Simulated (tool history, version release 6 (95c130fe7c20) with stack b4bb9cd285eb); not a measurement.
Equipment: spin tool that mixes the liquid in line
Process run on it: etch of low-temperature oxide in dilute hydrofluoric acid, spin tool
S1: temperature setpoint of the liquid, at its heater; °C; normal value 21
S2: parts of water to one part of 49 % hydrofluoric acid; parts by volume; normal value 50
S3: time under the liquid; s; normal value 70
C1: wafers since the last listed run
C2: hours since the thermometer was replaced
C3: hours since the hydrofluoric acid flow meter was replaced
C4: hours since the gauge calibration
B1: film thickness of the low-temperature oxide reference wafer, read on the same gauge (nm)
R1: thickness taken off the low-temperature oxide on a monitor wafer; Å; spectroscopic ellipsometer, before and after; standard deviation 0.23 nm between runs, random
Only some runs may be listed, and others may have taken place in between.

run 1 day=0 | S1=21 S2=50 S3=70 | C1=0 C2=2486.2 C3=946.4 C4=120.3 | B1=120 | R1=419.3
run 2 day=1.45 | S1=21 S2=50 S3=70 | C1=386 C2=2521 C3=981.2 C4=155.1 | B1=119.98 | R1=420.2
run 3 day=2.575 | S1=21 S2=50 S3=70 | C1=299 C2=2548 C3=1008.2 C4=182.1 | B1=120.02 | R1=419.1
run 4 day=3.671 | S1=21 S2=50 S3=70 | C1=292 C2=2574.3 C3=1034.5 C4=208.4 | B1=120.01 | R1=418.1
run 5 day=4.408 | S1=21 S2=50 S3=70 | C1=196 C2=2592 C3=1052.2 C4=226.1 | B1=119.99 | R1=416.2
run 6 day=8.812 | S1=21 S2=50 S3=70 | C1=1173 C2=2697.7 C3=1157.9 C4=331.8 | B1=120.01 | R1=426.3
-- day=8.946 hydrofluoric acid flow meter replaced
-- day=9.6 thermometer replaced
run 7 day=9.625 | S1=21 S2=50 S3=70 | C1=194 C2=0.6 C3=16.3 C4=351.3 | B1=120 | R1=370.5
run 8 day=10.646 | S1=21 S2=50 S3=70 | C1=272 C2=25.1 C3=40.8 C4=375.8 | B1=119.98 | R1=369.6
-- day=11.142 gauge calibrated
run 9 day=11.146 | S1=25 S2=50 S3=50 | C1=133 C2=37.1 C3=52.8 C4=0.1 | B1=120 | R1=317.8
run 10 day=12.133 | S1=17.5 S2=50 S3=50 | C1=263 C2=60.8 C3=76.5 C4=23.8 | B1=120 | R1=230.4
run 11 day=12.692 | S1=17 S2=50 S3=50 | C1=148 C2=74.2 C3=89.9 C4=37.2 | B1=120 | R1=227.9
run 12 day=13.267 | S1=21 S2=50 S3=70 | C1=153 C2=88 C3=103.7 C4=51 | B1=119.99 | R1=374.9
run 13 day=14.583 | S1=25 S2=45 S3=45 | C1=350 C2=119.6 C3=135.3 C4=82.6 | B1=120 | R1=317
run 14 day=15.517 | S1=21 S2=25 S3=40 | C1=248 C2=142 C3=157.7 C4=105 | B1=119.98 | R1=446.9
run 15 day=16.229 | S1=21 S2=50 S3=70 | C1=189 C2=159.1 C3=174.8 C4=122.1 | B1=120.02 | R1=379.9
run 16 day=17.017 | S1=18 S2=65 S3=90 | C1=209 C2=178 C3=193.7 C4=141 | B1=119.99 | R1=324.8

For each run, what was the tool's unlogged condition?
liquid hotter than its thermometer reads (K): 0 at every run
gauge reads high (%): 0 at every run
H1: hydrofluoric acid flow above the setpoint (%)
run=1 H1=12.2
run=2 H1=12.6
run=3 H1=12.9
run=4 H1=13.2
run=5 H1=13.4
run=6 H1=14.7
run=7 H1=0.708
run=8 H1=0.997
run=9 H1=1.14
run=10 H1=1.42
run=11 H1=1.58
run=12 H1=1.74
run=13 H1=2.11
run=14 H1=2.37
run=15 H1=2.57
run=16 H1=2.8
